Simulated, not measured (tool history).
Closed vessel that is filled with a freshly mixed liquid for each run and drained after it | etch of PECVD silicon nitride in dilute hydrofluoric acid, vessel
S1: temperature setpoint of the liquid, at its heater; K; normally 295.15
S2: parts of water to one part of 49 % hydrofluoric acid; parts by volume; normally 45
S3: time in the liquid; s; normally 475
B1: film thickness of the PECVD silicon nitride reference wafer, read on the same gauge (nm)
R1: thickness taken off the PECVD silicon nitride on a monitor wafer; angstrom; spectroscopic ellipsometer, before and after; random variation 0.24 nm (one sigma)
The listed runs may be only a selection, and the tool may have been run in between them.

{"run": 1, "hour": 0.0, "S1": 295.15, "S2": 45, "S3": 595, "B1": 100.01, "R1": 625.9}
{"run": 2, "hour": 81.9, "S1": 295.15, "S2": 45, "S3": 595, "B1": 100, "R1": 623.2}
{"run": 3, "hour": 139.5, "S1": 295.15, "S2": 45, "S3": 595, "B1": 100.03, "R1": 625.8}
{"run": 4, "hour": 189.1, "S1": 295.15, "S2": 55, "S3": 475, "B1": 100, "R1": 410.7}
{"run": 5, "hour": 276.9, "S1": 295.15, "S2": 55, "S3": 475, "B1": 100.01, "R1": 411.1}
{"run": 6, "hour": 321.7, "S1": 296.15, "S2": 30, "S3": 475, "B1": 100.03, "R1": 796.5}
{"run": 7, "hour": 419.7, "S1": 296.15, "S2": 30, "S3": 475, "B1": 99.99, "R1": 792}
{"run": 8, "hour": 524.5, "S1": 296.15, "S2": 30, "S3": 475, "B1": 99.99, "R1": 790.3}
{"run": 9, "hour": 614.8, "S1": 295.15, "S2": 45, "S3": 250, "B1": 100.05, "R1": 262}
{"run": 10, "hour": 706.7, "S1": 295.15, "S2": 45, "S3": 250, "B1": 100, "R1": 262.6}
{"run": 11, "hour": 778.4, "S1": 295.15, "S2": 30, "S3": 475, "B1": 99.98, "R1": 736.1}
{"run": 12, "hour": 830.3, "S1": 295.15, "S2": 30, "S3": 475, "B1": 99.99, "R1": 739.9}
{"hour": 840.6, "done": "hydrofluoric acid flow meter replaced"}
{"run": 13, "hour": 910.1, "S1": 295.15, "S2": 45, "S3": 395, "B1": 100, "R1": 402.9}
{"run": 14, "hour": 951.3, "S1": 295.15, "S2": 45, "S3": 395, "B1": 99.98, "R1": 401.1}
{"run": 15, "hour": 1021.5, "S1": 291.15, "S2": 45, "S3": 580, "B1": 99.98, "R1": 446.4}
{"run": 16, "hour": 1073.2, "S1": 298.15, "S2": 45, "S3": 615, "B1": 100.02, "R1": 761.8}
{"run": 17, "hour": 1151.8, "S1": 298.65, "S2": 65, "S3": 235, "B1": 100.02, "R1": 212.4}
{"run": 18, "hour": 1259.6, "S1": 295.15, "S2": 45, "S3": 475, "B1": 100.01, "R1": 482.8}
{"hour": 1275.5, "done": "gauge calibrated"}
{"run": 19, "hour": 1318.6, "S1": 295.15, "S2": 45, "S3": 475, "B1": 100.01, "R1": 486.3}
{"run": 20, "hour": 1411.4, "S1": 295.15, "S2": 35, "S3": 475, "B1": 100.01, "R1": 616.5}
{"run": 21, "hour": 1463.8, "S1": 295.15, "S2": 45, "S3": 475, "B1": 99.98, "R1": 486.1}
{"run": 22, "hour": 1513.7, "S1": 292.15, "S2": 45, "S3": 590, "B1": 100.02, "R1": 486.5}
{"hour": 1529.7, "done": "thermometer replaced"}
{"run": 23, "hour": 1551.8, "S1": 295.15, "S2": 45, "S3": 475, "B1": 99.99, "R1": 507.5}
{"run": 24, "hour": 1604.1, "S1": 299.65, "S2": 45, "S3": 475, "B1": 99.95, "R1": 692.6}
{"run": 25, "hour": 1696.0, "S1": 299.15, "S2": 40, "S3": 645, "B1": 99.98, "R1": 1009.9}
{"run": 26, "hour": 1771.7, "S1": 298.15, "S2": 30, "S3": 475, "B1": 99.99, "R1": 919.3}

The next listed run, before its measurement:
{"run": 27, "hour": 1820.6, "S1": 299.15, "S2": 45, "S3": 475, "B1": "?", "R1": "?"}

Run 27 yielded B1 100.02, R1 664 angstrom.
If the tool had no hidden condition, the same run with the same run-to-run variation would have returned R1 658.9 angstrom.
